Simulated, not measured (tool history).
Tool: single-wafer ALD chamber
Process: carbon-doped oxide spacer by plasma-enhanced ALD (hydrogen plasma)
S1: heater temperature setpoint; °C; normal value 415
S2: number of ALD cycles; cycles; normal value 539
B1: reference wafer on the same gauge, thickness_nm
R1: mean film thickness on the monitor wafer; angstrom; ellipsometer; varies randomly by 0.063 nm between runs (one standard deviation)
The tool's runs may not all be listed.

{"run": 1, "hour": 0.0, "S1": 415, "S2": 539, "B1": 27.284, "R1": 250.82}
{"run": 2, "hour": 198.6, "S1": 415, "S2": 573, "B1": 27.32, "R1": 267.12}
{"run": 3, "hour": 247.4, "S1": 415, "S2": 573, "B1": 27.324, "R1": 267.17}
{"run": 4, "hour": 303.9, "S1": 415, "S2": 572, "B1": 27.321, "R1": 267.35}
{"run": 5, "hour": 340.1, "S1": 415, "S2": 572, "B1": 27.298, "R1": 266.58}
{"run": 6, "hour": 401.0, "S1": 415, "S2": 572, "B1": 27.287, "R1": 266.99}
{"run": 7, "hour": 434.7, "S1": 415, "S2": 539, "B1": 27.314, "R1": 250.37}
{"run": 8, "hour": 499.1, "S1": 415, "S2": 539, "B1": 27.328, "R1": 250.57}
{"run": 9, "hour": 537.4, "S1": 415, "S2": 539, "B1": 27.293, "R1": 250.87}
{"run": 10, "hour": 569.7, "S1": 415, "S2": 539, "B1": 27.312, "R1": 249.33}
{"run": 11, "hour": 599.5, "S1": 415, "S2": 539, "B1": 27.348, "R1": 249.83}
{"run": 12, "hour": 658.1, "S1": 415, "S2": 539, "B1": 27.31, "R1": 250.66}
{"hour": 666.3, "done": "gauge calibrated"}
{"run": 13, "hour": 714.0, "S1": 415, "S2": 539, "B1": 27.325, "R1": 250.27}
{"run": 14, "hour": 768.8, "S1": 415, "S2": 539, "B1": 27.335, "R1": 248.69}
{"hour": 801.5, "done": "thermocouple changed; heater temperature recalibrated"}
{"run": 15, "hour": 822.0, "S1": 415, "S2": 539, "B1": 27.278, "R1": 260.48}
{"run": 16, "hour": 877.5, "S1": 415, "S2": 539, "B1": 27.31, "R1": 260.52}
{"run": 17, "hour": 905.9, "S1": 429, "S2": 539, "B1": 27.314, "R1": 247.17}
{"run": 18, "hour": 964.2, "S1": 422, "S2": 439, "B1": 27.279, "R1": 206.01}
{"run": 19, "hour": 1007.1, "S1": 426, "S2": 474, "B1": 27.313, "R1": 219.82}
{"run": 20, "hour": 1033.4, "S1": 428, "S2": 539, "B1": 27.271, "R1": 248.41}
{"hour": 1084.3, "done": "thermocouple changed; heater temperature recalibrated, repeated, since the last time left the tool worse"}
{"run": 21, "hour": 1098.8, "S1": 402, "S2": 489, "B1": 27.334, "R1": 240.04}
{"run": 22, "hour": 1143.3, "S1": 425, "S2": 472, "B1": 27.301, "R1": 214.19}
{"run": 23, "hour": 1177.5, "S1": 423, "S2": 580, "B1": 27.301, "R1": 264.11}
{"run": 24, "hour": 1215.7, "S1": 409, "S2": 494, "B1": 27.288, "R1": 236.91}
{"run": 25, "hour": 1273.6, "S1": 410, "S2": 592, "B1": 27.292, "R1": 284.52}
{"run": 26, "hour": 1337.5, "S1": 415, "S2": 618, "B1": 27.308, "R1": 290.07}
{"run": 27, "hour": 1363.5, "S1": 415, "S2": 573, "B1": 27.297, "R1": 268.69}
{"run": 28, "hour": 1424.4, "S1": 415, "S2": 539, "B1": 27.27, "R1": 252.33}
{"run": 29, "hour": 1450.6, "S1": 415, "S2": 645, "B1": 27.316, "R1": 304.82}

Each row is a separate what-if for the run after 29, all from the same tool condition, not one after another. Results?
{"run": "A", "hour": 1451.8, "S1": 415, "S2": 571, "B1": "?", "R1": "?"}
{"run": "B", "hour": 1451.8, "S1": 420, "S2": 593, "B1": "?", "R1": "?"}
{"run": "C", "hour": 1451.8, "S1": 421, "S2": 453, "B1": "?", "R1": "?"}
{"run": "D", "hour": 1451.8, "S1": 400, "S2": 642, "B1": "?", "R1": "?"}

run=A B1=27.323 R1=267.96
run=B B1=27.323 R1=273.3
run=C B1=27.323 R1=208.02
run=D B1=27.323 R1=315.5
With the hidden condition removed and each run's random variation left untouched, the same runs would have given:
run=A R1=267.98
run=B R1=273.32
run=C R1=208.03
run=D R1=315.5
